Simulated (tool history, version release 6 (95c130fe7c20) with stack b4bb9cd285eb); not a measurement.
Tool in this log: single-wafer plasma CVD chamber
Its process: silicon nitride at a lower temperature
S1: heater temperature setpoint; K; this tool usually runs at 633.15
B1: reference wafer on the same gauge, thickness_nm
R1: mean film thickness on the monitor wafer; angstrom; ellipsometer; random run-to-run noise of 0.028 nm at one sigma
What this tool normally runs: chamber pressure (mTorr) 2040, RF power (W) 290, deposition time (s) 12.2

run 1 day=0 | S1=633.15 chamber_pressure_(mTorr)=2040 RF_power_(W)=290 deposition_time_(s)=10.9 | B1=16.279 | R1=123.47
run 2 day=2.312 | S1=633.15 chamber_pressure_(mTorr)=2040 RF_power_(W)=290 deposition_time_(s)=12.2 | B1=16.277 | R1=138.66
-- day=3.654 thermocouple changed; heater temperature recalibrated
-- day=6.133 RF generator calibrated
run 3 day=6.704 | S1=633.15 chamber_pressure_(mTorr)=2040 RF_power_(W)=290 deposition_time_(s)=12.2 | B1=16.273 | R1=138.67
-- day=18.888 capacitance manometer re-zeroed and calibrated
run 4 day=19.771 | S1=642.15 chamber_pressure_(mTorr)=2040 RF_power_(W)=290 deposition_time_(s)=12.2 | B1=16.24 | R1=137.76
-- day=21.688 showerhead replaced
run 5 day=22.588 | S1=642.15 chamber_pressure_(mTorr)=2040 RF_power_(W)=290 deposition_time_(s)=12.2 | B1=16.241 | R1=137.75
run 6 day=26.588 | S1=633.15 chamber_pressure_(mTorr)=2040 RF_power_(W)=290 deposition_time_(s)=12.2 | B1=16.239 | R1=138.07
run 7 day=28.488 | S1=633.15 chamber_pressure_(mTorr)=2040 RF_power_(W)=290 deposition_time_(s)=12.2 | B1=16.224 | R1=137.59
run 8 day=31.221 | S1=633.15 chamber_pressure_(mTorr)=2040 RF_power_(W)=305 deposition_time_(s)=12.2 | B1=16.221 | R1=143.07
run 9 day=33.608 | S1=633.15 chamber_pressure_(mTorr)=1720 RF_power_(W)=290 deposition_time_(s)=12.2 | B1=16.217 | R1=126.63
run 10 day=36.288 | S1=633.15 chamber_pressure_(mTorr)=1780 RF_power_(W)=290 deposition_time_(s)=11.3 | B1=16.207 | R1=119.27
run 11 day=38.467 | S1=638.15 chamber_pressure_(mTorr)=2040 RF_power_(W)=290 deposition_time_(s)=12.2 | B1=16.199 | R1=138.06
run 12 day=40.496 | S1=633.15 chamber_pressure_(mTorr)=2040 RF_power_(W)=290 deposition_time_(s)=12.2 | B1=16.196 | R1=137.88
run 13 day=42.15 | S1=625.15 chamber_pressure_(mTorr)=2360 RF_power_(W)=275 deposition_time_(s)=12.2 | B1=16.187 | R1=140.68
run 14 day=46.025 | S1=633.15 chamber_pressure_(mTorr)=2040 RF_power_(W)=335 deposition_time_(s)=12.2 | B1=16.174 | R1=151.99
run 15 day=47.917 | S1=633.15 chamber_pressure_(mTorr)=2040 RF_power_(W)=290 deposition_time_(s)=12.2 | B1=16.171 | R1=137.24
run 16 day=50.404 | S1=640.15 chamber_pressure_(mTorr)=2040 RF_power_(W)=255 deposition_time_(s)=12.2 | B1=16.155 | R1=124.78
run 17 day=54.604 | S1=642.15 chamber_pressure_(mTorr)=1580 RF_power_(W)=320 deposition_time_(s)=12.2 | B1=16.149 | R1=128.09
-- day=57.117 gauge calibrated
run 18 day=57.692 | S1=633.15 chamber_pressure_(mTorr)=2330 RF_power_(W)=255 deposition_time_(s)=12.2 | B1=16.285 | R1=133.12
run 19 day=61.588 | S1=645.15 chamber_pressure_(mTorr)=2500 RF_power_(W)=330 deposition_time_(s)=14.1 | B1=16.291 | R1=188.18
run 20 day=64.088 | S1=622.15 chamber_pressure_(mTorr)=2040 RF_power_(W)=290 deposition_time_(s)=14.2 | B1=16.287 | R1=161.86
-- day=65.979 thermocouple changed; heater temperature recalibrated
-- day=66.925 RF generator calibrated
run 21 day=66.946 | S1=633.15 chamber_pressure_(mTorr)=1860 RF_power_(W)=290 deposition_time_(s)=12.2 | B1=16.289 | R1=132.98
run 22 day=69.338 | S1=628.15 chamber_pressure_(mTorr)=1830 RF_power_(W)=290 deposition_time_(s)=12.2 | B1=16.285 | R1=131.68
run 23 day=72.079 | S1=633.15 chamber_pressure_(mTorr)=2040 RF_power_(W)=290 deposition_time_(s)=12.2 | B1=16.293 | R1=138.53
run 24 day=75.567 | S1=633.15 chamber_pressure_(mTorr)=2040 RF_power_(W)=290 deposition_time_(s)=12.2 | B1=16.285 | R1=138.82
run 25 day=77.638 | S1=633.15 chamber_pressure_(mTorr)=2040 RF_power_(W)=290 deposition_time_(s)=12.2 | B1=16.275 | R1=138.43
-- day=80.296 capacitance manometer re-zeroed and calibrated
run 26 day=80.354 | S1=633.15 chamber_pressure_(mTorr)=2230 RF_power_(W)=290 deposition_time_(s)=12.2 | B1=16.275 | R1=143.28
run 27 day=83.846 | S1=633.15 chamber_pressure_(mTorr)=2250 RF_power_(W)=290 deposition_time_(s)=12.2 | B1=16.28 | R1=144.45
run 28 day=85.85 | S1=633.15 chamber_pressure_(mTorr)=2040 RF_power_(W)=290 deposition_time_(s)=11.4 | B1=16.274 | R1=129.29
run 29 day=87.638 | S1=633.15 chamber_pressure_(mTorr)=2200 RF_power_(W)=270 deposition_time_(s)=13 | B1=16.271 | R1=144.2

Branching from run 29: 3 alternative next runs. What would each branch give?
run A day=87.654 | S1=633.15 chamber_pressure_(mTorr)=2040 RF_power_(W)=265 deposition_time_(s)=12.2 | B1=? | R1=?
run B day=87.654 | S1=638.15 chamber_pressure_(mTorr)=2040 RF_power_(W)=325 deposition_time_(s)=12.2 | B1=? | R1=?
run C day=87.654 | S1=648.15 chamber_pressure_(mTorr)=2040 RF_power_(W)=290 deposition_time_(s)=12.2 | B1=? | R1=?

run=A B1=16.269 R1=129.18
run=B B1=16.269 R1=149.42
run=C B1=16.269 R1=137.19
With the hidden condition removed and each run's random variation left untouched, the same runs would have given:
run=A R1=129.43
run=B R1=149.71
run=C R1=137.45
